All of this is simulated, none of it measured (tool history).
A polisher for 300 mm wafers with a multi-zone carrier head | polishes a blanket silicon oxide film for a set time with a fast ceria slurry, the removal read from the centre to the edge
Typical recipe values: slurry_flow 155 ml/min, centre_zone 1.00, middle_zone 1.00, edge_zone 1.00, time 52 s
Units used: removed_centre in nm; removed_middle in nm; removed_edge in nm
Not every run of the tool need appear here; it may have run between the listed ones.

run	day	slurry_flow	centre_zone	middle_zone	edge_zone	time	wafers since the last listed run	wafers polished on this pad	hours since the slurry nozzle was cleaned	hours since the centre zone pressure was calibrated	hours since the edge zone pressure was calibrated	hours since the carrier head's membrane was replaced	incoming thickness of the incoming film, nm	removed_centre	removed_middle	removed_edge
1	0.000	155	1.00	1.00	1.00	52	0	53	98.1	86.9	389.1	73.9	3099.6	382.6	374.7	371.0
2	0.692	155	1.00	1.00	1.00	52	174	228	114.7	103.5	405.7	90.5	3147.6	383.9	370.4	372.6
3	1.412	155	1.00	1.00	1.00	65	181	409	132.0	120.8	423.0	107.8	3132.4	484.3	477.1	463.5
4	2.912	155	1.00	1.00	1.00	45	377	787	168.0	156.8	459.0	143.8	3139.8	330.5	319.7	319.9
# day 3.150: edge zone pressure recalibrated
5	3.538	155	1.00	1.00	1.00	45	136	923	183.0	171.8	9.3	158.8	3086.6	333.3	328.4	317.9
6	4.988	155	1.00	1.00	1.00	52	364	1288	217.8	206.6	44.1	193.6	3137.2	381.1	375.6	369.8
7	6.471	155	1.00	1.07	1.10	42	373	1661	253.4	242.2	79.7	229.2	3140.1	312.3	323.7	309.8
# day 7.821: worn pad replaced by a new one
8	9.233	195	1.05	0.95	1.00	36	653	355	319.7	308.5	146.0	295.5	3156.0	293.8	261.0	263.4
9	10.138	155	1.00	0.97	1.00	37	227	582	341.4	330.2	167.7	317.2	3111.0	278.9	260.0	263.2
10	11.588	155	1.00	1.00	1.00	52	364	947	376.2	365.0	202.5	352.0	3117.4	391.6	375.2	367.0
# day 12.762: slurry nozzle cleaned
11	12.783	155	0.93	1.00	1.00	52	290	1238	0.5	393.7	231.2	380.7	3145.5	368.9	374.0	369.2
12	14.079	155	1.00	1.05	1.00	52	326	1564	31.6	424.8	262.3	411.8	3129.5	399.7	389.3	367.8
13	17.158	155	0.90	0.94	1.00	45	775	2339	105.5	498.7	336.2	485.7	3129.6	311.0	304.5	320.9
# day 17.538: worn pad replaced by a new one
14	18.000	155	1.00	1.00	1.00	52	169	116	125.7	518.9	356.4	505.9	3156.3	393.2	375.6	366.7
15	18.704	155	1.00	1.06	1.04	52	177	294	142.6	535.8	373.3	522.8	3156.4	397.1	393.3	371.7
16	19.821	155	1.00	1.00	1.00	52	281	575	169.4	562.6	400.1	549.6	3095.7	404.7	376.4	370.6
17	20.533	140	1.00	1.00	1.00	61	179	754	186.5	579.7	417.2	566.7	3085.0	448.4	435.2	430.7
18	21.154	185	1.00	0.95	1.00	52	156	910	201.4	594.6	432.1	581.6	3140.3	407.0	368.5	377.7
19	22.354	155	1.00	0.93	1.00	52	302	1212	230.2	623.4	460.9	610.4	3119.7	401.2	356.4	372.3
20	23.517	155	0.94	1.00	1.00	52	292	1505	258.1	651.3	488.8	638.3	3140.6	379.3	371.9	370.7
21	24.958	175	1.07	0.95	0.96	52	362	1868	292.7	685.9	523.4	672.9	3160.0	432.7	361.7	369.1
# day 25.796: edge zone pressure recalibrated
22	26.150	155	1.00	1.00	1.00	52	278	2147	321.3	714.5	8.5	701.5	3103.2	397.7	381.4	368.8

Some steps in removed_centre, run to run, broken into two amounts with sign: the step expected even without the hidden condition (settings, incoming material, random variation), and the rest, left for the hidden condition together with whatever gauge scatter is not in both the measured and the hidden-condition-free result:
Hidden state present: removal rate lost through wear of the pad, %; slurry flow missing at the pad, %; deviation of the centre zone's pressure from its setpoint, %; deviation of the edge zone's pressure from its setpoint, %.
Run 3 -> 4: time 65 -> 45. removed_centre -153.8 nm: hidden state -1.4, all else -152.4.
Run 9 -> 10: middle_zone 0.97 -> 1.00, time 37 -> 52. removed_centre +112.7 nm: hidden state +5.7, all else +107.0.
Run 13 -> 14: centre_zone 0.90 -> 1.00, middle_zone 0.94 -> 1.00, time 45 -> 52, worn pad replaced by a new one. removed_centre +82.2 nm: hidden state +4.5, all else +77.7.
